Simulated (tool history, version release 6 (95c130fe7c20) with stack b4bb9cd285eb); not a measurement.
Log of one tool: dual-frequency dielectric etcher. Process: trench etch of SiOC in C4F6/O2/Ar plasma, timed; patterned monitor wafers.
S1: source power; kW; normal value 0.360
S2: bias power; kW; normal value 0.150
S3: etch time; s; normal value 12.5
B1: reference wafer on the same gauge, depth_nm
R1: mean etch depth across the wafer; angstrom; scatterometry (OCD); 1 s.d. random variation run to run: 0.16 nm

run	hour	S1	S2	S3	B1	R1
1	0.0	0.360	0.172	12.5	20.00	251.3
2	7.6	0.360	0.150	12.5	19.99	235.8
3	18.2	0.360	0.150	12.5	20.00	235.1
4	35.5	0.360	0.150	12.5	20.00	234.6
5	52.4	0.360	0.150	12.5	20.01	236.5
6	66.1	0.360	0.150	12.5	20.01	235.5
7	81.4	0.300	0.150	12.5	19.99	208.8
8	88.2	0.300	0.150	12.5	19.98	210.9
9	101.0	0.300	0.150	12.5	19.99	210.3
# hour 130.3: wet clean of the chamber
# hour 140.0: upper electrode replaced
10	140.5	0.360	0.150	12.5	20.01	245.1
11	140.8	0.360	0.150	12.5	20.01	243.7
12	164.3	0.360	0.150	12.5	19.99	244.1
13	176.6	0.360	0.150	12.5	20.02	240.8
14	182.7	0.360	0.150	12.5	20.01	244.8
15	193.7	0.360	0.150	12.5	20.01	242.5
# hour 204.4: source power generator calibrated
16	208.7	0.390	0.171	15.0	20.02	322.7
17	222.8	0.440	0.140	9.5	19.97	200.6
18	236.2	0.360	0.112	12.5	20.00	213.8
# hour 239.9: gauge calibrated
19	247.2	0.360	0.150	12.5	19.99	241.1
# hour 257.5: bias power generator calibrated
20	264.9	0.360	0.160	12.5	20.00	248.1
21	282.8	0.390	0.150	12.5	20.01	248.3
22	292.5	0.280	0.137	16.0	19.99	246.1
23	306.9	0.280	0.164	12.5	20.02	207.4
24	316.3	0.360	0.150	11.5	20.00	220.4
25	330.6	0.310	0.150	16.0	19.98	275.7
26	340.5	0.300	0.150	9.0	20.02	150.6
27	349.3	0.360	0.150	12.5	19.98	236.7
28	369.2	0.360	0.150	12.5	20.00	235.2
29	379.5	0.420	0.178	11.5	20.00	258.4

5 options for the next run, each taken on its own from the tool as it stands now. Forecast them:
A	379.9	0.360	0.150	10.0	?	?
B	379.9	0.300	0.150	16.0	?	?
C	379.9	0.360	0.150	9.0	?	?
D	379.9	0.360	0.162	12.5	?	?
E	379.9	0.410	0.140	12.5	?	?

run	B1	R1
A	20.01	189.2
B	20.01	268.2
C	20.01	170.3
D	20.01	244.2
E	20.01	248.9
What these runs would have given with no unlogged condition in the tool:
run	R1
A	193.7
B	274.4
C	174.3
D	249.9
E	254.7
